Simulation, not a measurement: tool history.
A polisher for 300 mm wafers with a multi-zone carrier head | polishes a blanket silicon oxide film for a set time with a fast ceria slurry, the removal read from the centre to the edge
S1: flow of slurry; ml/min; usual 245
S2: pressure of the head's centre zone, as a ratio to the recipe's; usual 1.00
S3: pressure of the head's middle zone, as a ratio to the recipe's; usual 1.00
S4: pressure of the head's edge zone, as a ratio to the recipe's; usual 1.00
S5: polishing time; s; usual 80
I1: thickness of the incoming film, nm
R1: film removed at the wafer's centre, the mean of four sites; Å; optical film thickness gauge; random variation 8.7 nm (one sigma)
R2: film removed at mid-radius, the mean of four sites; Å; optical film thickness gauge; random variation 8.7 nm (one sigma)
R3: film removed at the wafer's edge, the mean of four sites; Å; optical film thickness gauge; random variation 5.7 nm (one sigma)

| run | hour | S1 | S2 | S3 | S4 | S5 | I1 | R1 | R2 | R3 |
|---|---|---|---|---|---|---|---|---|---|---|
| 1 | 0.0 | 245 | 1.00 | 1.00 | 1.00 | 80 | 2610.2 | 7013 | 7716 | 7767 |
|  | 67.0 | centre zone pressure recalibrated |
| 2 | 102.9 | 245 | 1.00 | 1.00 | 1.07 | 80 | 2586.6 | 7204 | 7688 | 7935 |
|  | 134.4 | worn pad replaced by a new one |
| 3 | 171.3 | 245 | 1.00 | 1.00 | 1.00 | 80 | 2560.2 | 6977 | 7588 | 7771 |
| 4 | 228.4 | 245 | 1.00 | 1.00 | 1.00 | 80 | 2553.3 | 6859 | 7619 | 7719 |
| 5 | 328.5 | 245 | 1.00 | 1.00 | 1.00 | 80 | 2600.7 | 6807 | 7697 | 7745 |
|  | 342.2 | worn pad replaced by a new one |
|  | 378.9 | centre zone pressure recalibrated |
|  | 392.5 | slurry nozzle cleaned |
| 6 | 398.2 | 290 | 1.00 | 1.00 | 1.00 | 80 | 2588.5 | 7633 | 8052 | 8070 |
| 7 | 476.6 | 245 | 1.00 | 1.00 | 1.00 | 80 | 2548.4 | 7335 | 7992 | 7937 |
|  | 525.8 | worn pad replaced by a new one |
| 8 | 526.3 | 245 | 1.00 | 0.96 | 1.09 | 65 | 2577.2 | 5757 | 6233 | 6719 |
| 9 | 621.6 | 175 | 1.07 | 0.88 | 1.00 | 80 | 2619.6 | 6866 | 6659 | 7600 |
|  | 645.0 | centre zone pressure recalibrated |
| 10 | 671.8 | 245 | 0.88 | 1.04 | 1.00 | 80 | 2614.1 | 6723 | 8046 | 7813 |
| 11 | 732.4 | 290 | 0.94 | 1.00 | 1.00 | 80 | 2641.8 | 6889 | 7706 | 7876 |

Forecast run 12:
|  | 736.5 | edge zone pressure recalibrated |
|  | 737.6 | carrier head's membrane replaced by a new one |
|  | 739.3 | worn pad replaced by a new one |
| 12 | 796.0 | 245 | 1.00 | 1.00 | 1.00 | 80 | 2608.4 | ? | ? | ? |

R1: 6999 Å
R2: 7658 Å
R3: 7858 Å
Without the tool's hidden state the same run would have given R1 7861 Å, R2 7931 Å, R3 8068 Å.
